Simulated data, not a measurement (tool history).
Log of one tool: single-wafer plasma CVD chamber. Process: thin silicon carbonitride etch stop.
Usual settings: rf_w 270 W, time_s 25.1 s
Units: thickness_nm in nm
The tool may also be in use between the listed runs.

run	day	rf_w	time_s	read-back reference wafer on the same gauge, thickness_nm	thickness_nm
1	0	270	25.1	18.6	15.634
2	0.712	270	25.1	18.599	15.672
3	1.262	270	25.1	18.602	15.613
4	2.621	270	25.1	18.598	15.653
# day 3.454: showerhead replaced
5	3.475	270	25.1	18.606	15.629
6	3.604	270	25.1	18.59	15.63
7	3.883	270	25.1	18.599	15.643
8	4.612	250	25.1	18.603	15.24
9	5.212	305	25.1	18.6	16.275
# day 5.696: gauge calibrated
10	5.846	270	25.1	18.604	15.628
11	6.262	270	25.1	18.601	15.629
12	6.825	270	25.1	18.599	15.608
13	7.538	325	23.7	18.603	15.702
14	8.212	220	28.6	18.602	16.634
15	8.729	270	22.5	18.605	13.995
16	9.212	270	26.7	18.603	16.599
17	9.854	270	25.1	18.598	15.617
18	10.225	270	21.2	18.603	13.2
19	10.821	240	22	18.595	13.196
# day 11.458: RF generator calibrated
20	11.471	250	22.7	18.596	13.906
21	11.879	270	25.1	18.594	15.749
22	12.546	295	21.2	18.601	13.682
# day 13.188: thermocouple changed; heater temperature recalibrated
23	13.212	255	25.1	18.594	15.466
24	13.788	230	23.7	18.602	14.066
25	14.05	270	25.1	18.598	15.759
26	14.625	270	25.1	18.595	15.746
27	15.329	230	25.1	18.606	14.898
28	16.008	300	22	18.596	14.27
29	16.554	240	25.1	18.597	15.097
30	16.838	235	25.1	18.6	14.999
31	17.1	255	25.1	18.605	15.417
32	17.762	270	25.1	18.604	15.701
33	18.879	315	22.1	18.6	14.549
34	19.6	255	20.8	18.607	12.73
35	20.317	270	25.1	18.598	15.697

Forecast each of these 5 alternatives for the next run:
A	20.333	270	25.1	?	?
B	20.333	270	20.1	?	?
C	20.333	295	20.5	?	?
D	20.333	270	22	?	?
E	20.333	245	27.5	?	?

run	read-back reference wafer on the same gauge, thickness_nm	thickness_nm
A	18.598	15.649
B	18.598	12.532
C	18.598	13.166
D	18.598	13.716
E	18.598	16.59
Without the tool's hidden state the same runs would have given:
run	thickness_nm
A	15.775
B	12.633
C	13.272
D	13.827
E	16.723
